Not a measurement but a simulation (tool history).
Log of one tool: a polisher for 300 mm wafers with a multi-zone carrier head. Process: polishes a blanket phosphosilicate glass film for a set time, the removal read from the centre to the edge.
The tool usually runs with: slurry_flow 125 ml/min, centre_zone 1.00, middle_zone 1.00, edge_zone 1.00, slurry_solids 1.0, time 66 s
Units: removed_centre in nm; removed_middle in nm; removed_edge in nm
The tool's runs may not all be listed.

| run | hour | slurry_flow | centre_zone | middle_zone | edge_zone | slurry_solids | time | incoming thickness of the incoming film, nm | removed_centre | removed_middle | removed_edge |
|---|---|---|---|---|---|---|---|---|---|---|---|
| 1 | 0.0 | 125 | 1.00 | 1.00 | 1.00 | 1.0 | 66 | 2113.3 | 505.1 | 535.0 | 521.1 |
| 2 | 16.7 | 125 | 1.03 | 1.00 | 1.00 | 1.0 | 66 | 2144.9 | 522.4 | 536.2 | 521.3 |
| 3 | 38.1 | 125 | 1.03 | 1.00 | 1.00 | 1.0 | 66 | 2086.8 | 516.6 | 533.2 | 525.7 |
|  | 53.9 | worn pad replaced by a new one |
| 4 | 58.6 | 125 | 1.03 | 1.00 | 1.00 | 1.0 | 66 | 2076.3 | 524.8 | 532.3 | 523.4 |
| 5 | 87.0 | 125 | 0.91 | 1.00 | 1.00 | 1.0 | 66 | 2075.9 | 447.3 | 521.7 | 521.4 |
| 6 | 111.6 | 125 | 0.91 | 1.00 | 1.00 | 1.0 | 66 | 2074.4 | 452.0 | 530.6 | 533.9 |
| 7 | 142.9 | 125 | 0.91 | 1.00 | 1.00 | 1.0 | 66 | 2132.4 | 461.8 | 528.2 | 530.8 |
| 8 | 161.6 | 125 | 1.00 | 1.00 | 1.00 | 1.0 | 66 | 2083.6 | 501.5 | 538.5 | 535.5 |
|  | 168.5 | edge zone pressure recalibrated |
|  | 176.4 | worn pad replaced by a new one |
| 9 | 200.6 | 125 | 1.00 | 1.00 | 1.00 | 1.0 | 53 | 2127.5 | 394.5 | 433.3 | 422.2 |
| 10 | 219.2 | 125 | 1.00 | 1.00 | 1.00 | 1.0 | 66 | 2068.2 | 493.6 | 514.2 | 536.5 |
|  | 228.7 | carrier head's membrane replaced by a new one |
| 11 | 246.3 | 125 | 1.00 | 1.00 | 1.00 | 1.0 | 66 | 2068.6 | 495.7 | 526.0 | 523.3 |
|  | 268.0 | slurry nozzle cleaned |
| 12 | 281.1 | 125 | 1.00 | 1.00 | 1.00 | 1.1 | 66 | 2098.6 | 504.7 | 561.5 | 541.1 |
|  | 300.0 | worn pad replaced by a new one |
| 13 | 309.9 | 125 | 1.00 | 1.00 | 1.00 | 1.1 | 66 | 2105.9 | 508.2 | 547.7 | 553.5 |
| 14 | 341.8 | 160 | 1.00 | 1.00 | 1.00 | 1.0 | 66 | 2074.1 | 518.5 | 565.5 | 539.2 |
|  | 383.6 | centre zone pressure recalibrated |
|  | 420.7 | worn pad replaced by a new one |
| 15 | 433.0 | 125 | 1.00 | 1.00 | 1.00 | 1.0 | 79 | 2086.1 | 562.1 | 638.7 | 627.6 |
| 16 | 481.7 | 115 | 0.93 | 1.00 | 0.91 | 1.0 | 81 | 2106.4 | 521.3 | 643.6 | 623.5 |

The next listed run, before its measurement:
|  | 498.8 | centre zone pressure recalibrated, repeated, since the last time left the tool worse |
| 17 | 506.2 | 95 | 1.11 | 0.91 | 1.00 | 1.0 | 66 | 2095.8 | ? | ? | ? |

removed_centre: 533.7 nm
removed_middle: 459.3 nm
removed_edge: 501.6 nm
Minus the tool's unlogged condition, the same run would have read removed_centre 531.7 nm, removed_middle 459.3 nm, removed_edge 501.6 nm.
